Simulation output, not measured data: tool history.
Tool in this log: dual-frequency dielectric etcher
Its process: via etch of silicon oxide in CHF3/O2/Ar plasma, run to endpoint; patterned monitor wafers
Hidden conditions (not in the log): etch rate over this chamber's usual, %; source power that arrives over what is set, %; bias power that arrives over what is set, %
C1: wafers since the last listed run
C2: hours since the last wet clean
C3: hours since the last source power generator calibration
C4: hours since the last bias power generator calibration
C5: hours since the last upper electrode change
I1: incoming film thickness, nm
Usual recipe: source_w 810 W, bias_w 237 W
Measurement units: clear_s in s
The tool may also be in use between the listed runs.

{"run": 1, "hour": 0.0, "source_w": 810, "bias_w": 237, "C1": 0, "C2": 365.3, "C3": 1113.8, "C4": 2032.0, "C5": 1480.0, "I1": 783.8, "clear_s": 332.2}
{"run": 2, "hour": 60.0, "source_w": 810, "bias_w": 237, "C1": 310, "C2": 425.3, "C3": 1173.8, "C4": 2092.0, "C5": 1540.0, "I1": 776.8, "clear_s": 327.1}
{"run": 3, "hour": 165.6, "source_w": 810, "bias_w": 237, "C1": 545, "C2": 530.9, "C3": 1279.4, "C4": 2197.6, "C5": 1645.6, "I1": 777.6, "clear_s": 328.6}
{"hour": 245.5, "done": "wet clean of the chamber"}
{"run": 4, "hour": 246.0, "source_w": 810, "bias_w": 237, "C1": 291, "C2": 0.5, "C3": 1359.8, "C4": 2278.0, "C5": 1726.0, "I1": 779.5, "clear_s": 328.9}
{"run": 5, "hour": 340.6, "source_w": 810, "bias_w": 277, "C1": 489, "C2": 95.1, "C3": 1454.4, "C4": 2372.6, "C5": 1820.6, "I1": 778.0, "clear_s": 306.7}
{"run": 6, "hour": 414.2, "source_w": 810, "bias_w": 277, "C1": 380, "C2": 168.7, "C3": 1528.0, "C4": 2446.2, "C5": 1894.2, "I1": 787.4, "clear_s": 310.5}
{"run": 7, "hour": 467.5, "source_w": 810, "bias_w": 237, "C1": 275, "C2": 222.0, "C3": 1581.3, "C4": 2499.5, "C5": 1947.5, "I1": 787.5, "clear_s": 330.2}
{"run": 8, "hour": 543.7, "source_w": 810, "bias_w": 237, "C1": 393, "C2": 298.2, "C3": 1657.5, "C4": 2575.7, "C5": 2023.7, "I1": 777.6, "clear_s": 328.9}
{"run": 9, "hour": 626.3, "source_w": 810, "bias_w": 237, "C1": 426, "C2": 380.8, "C3": 1740.1, "C4": 2658.3, "C5": 2106.3, "I1": 780.8, "clear_s": 328.6}
{"run": 10, "hour": 725.6, "source_w": 810, "bias_w": 237, "C1": 513, "C2": 480.1, "C3": 1839.4, "C4": 2757.6, "C5": 2205.6, "I1": 786.7, "clear_s": 331.7}
{"hour": 790.3, "done": "wet clean of the chamber"}
{"hour": 838.0, "done": "upper electrode replaced, of another model than before"}
{"run": 11, "hour": 838.5, "source_w": 900, "bias_w": 288, "C1": 335, "C2": 48.2, "C3": 1952.3, "C4": 2870.5, "C5": 0.5, "I1": 783.5, "clear_s": 307.9}
{"run": 12, "hour": 902.5, "source_w": 810, "bias_w": 237, "C1": 330, "C2": 112.2, "C3": 2016.3, "C4": 2934.5, "C5": 64.5, "I1": 786.4, "clear_s": 332.4}
{"run": 13, "hour": 973.4, "source_w": 810, "bias_w": 284, "C1": 366, "C2": 183.1, "C3": 2087.2, "C4": 3005.4, "C5": 135.4, "I1": 784.1, "clear_s": 317.7}
{"hour": 1029.6, "done": "source power generator calibrated"}
{"run": 14, "hour": 1031.2, "source_w": 750, "bias_w": 274, "C1": 278, "C2": 240.9, "C3": 1.6, "C4": 3063.2, "C5": 193.2, "I1": 788.3, "clear_s": 331.6}
{"run": 15, "hour": 1095.1, "source_w": 920, "bias_w": 198, "C1": 330, "C2": 304.8, "C3": 65.5, "C4": 3127.1, "C5": 257.1, "I1": 789.2, "clear_s": 342.0}
{"run": 16, "hour": 1161.8, "source_w": 810, "bias_w": 203, "C1": 344, "C2": 371.5, "C3": 132.2, "C4": 3193.8, "C5": 323.8, "I1": 780.4, "clear_s": 344.0}
{"hour": 1215.8, "done": "bias power generator calibrated"}
{"run": 17, "hour": 1240.9, "source_w": 660, "bias_w": 281, "C1": 388, "C2": 450.6, "C3": 211.3, "C4": 25.1, "C5": 402.9, "I1": 780.0, "clear_s": 330.6}
{"hour": 1269.6, "done": "wet clean of the chamber"}
{"run": 18, "hour": 1484.3, "source_w": 810, "bias_w": 237, "C1": 1134, "C2": 214.7, "C3": 454.7, "C4": 268.5, "C5": 646.3, "I1": 774.5, "clear_s": 329.3}
{"run": 19, "hour": 1531.1, "source_w": 810, "bias_w": 237, "C1": 241, "C2": 261.5, "C3": 501.5, "C4": 315.3, "C5": 693.1, "I1": 781.4, "clear_s": 333.1}
{"run": 20, "hour": 1590.0, "source_w": 810, "bias_w": 237, "C1": 304, "C2": 320.4, "C3": 560.4, "C4": 374.2, "C5": 752.0, "I1": 790.5, "clear_s": 337.4}

What if the next run were any one of these 3? Each begins from the tool's condition after run 20:
{"run": "A", "hour": 1590.5, "source_w": 810, "bias_w": 237, "C1": 2, "C2": 320.9, "C3": 560.9, "C4": 374.7, "C5": 752.5, "I1": 782.3, "clear_s": "?"}
{"run": "B", "hour": 1590.5, "source_w": 710, "bias_w": 264, "C1": 2, "C2": 320.9, "C3": 560.9, "C4": 374.7, "C5": 752.5, "I1": 782.3, "clear_s": "?"}
{"run": "C", "hour": 1590.5, "source_w": 980, "bias_w": 276, "C1": 2, "C2": 320.9, "C3": 560.9, "C4": 374.7, "C5": 752.5, "I1": 782.3, "clear_s": "?"}

run=A clear_s=334.6
run=B clear_s=335.0
run=C clear_s=309.1
What these runs would have given with no unlogged condition in the tool:
run=A clear_s=335.4
run=B clear_s=335.7
run=C clear_s=309.9

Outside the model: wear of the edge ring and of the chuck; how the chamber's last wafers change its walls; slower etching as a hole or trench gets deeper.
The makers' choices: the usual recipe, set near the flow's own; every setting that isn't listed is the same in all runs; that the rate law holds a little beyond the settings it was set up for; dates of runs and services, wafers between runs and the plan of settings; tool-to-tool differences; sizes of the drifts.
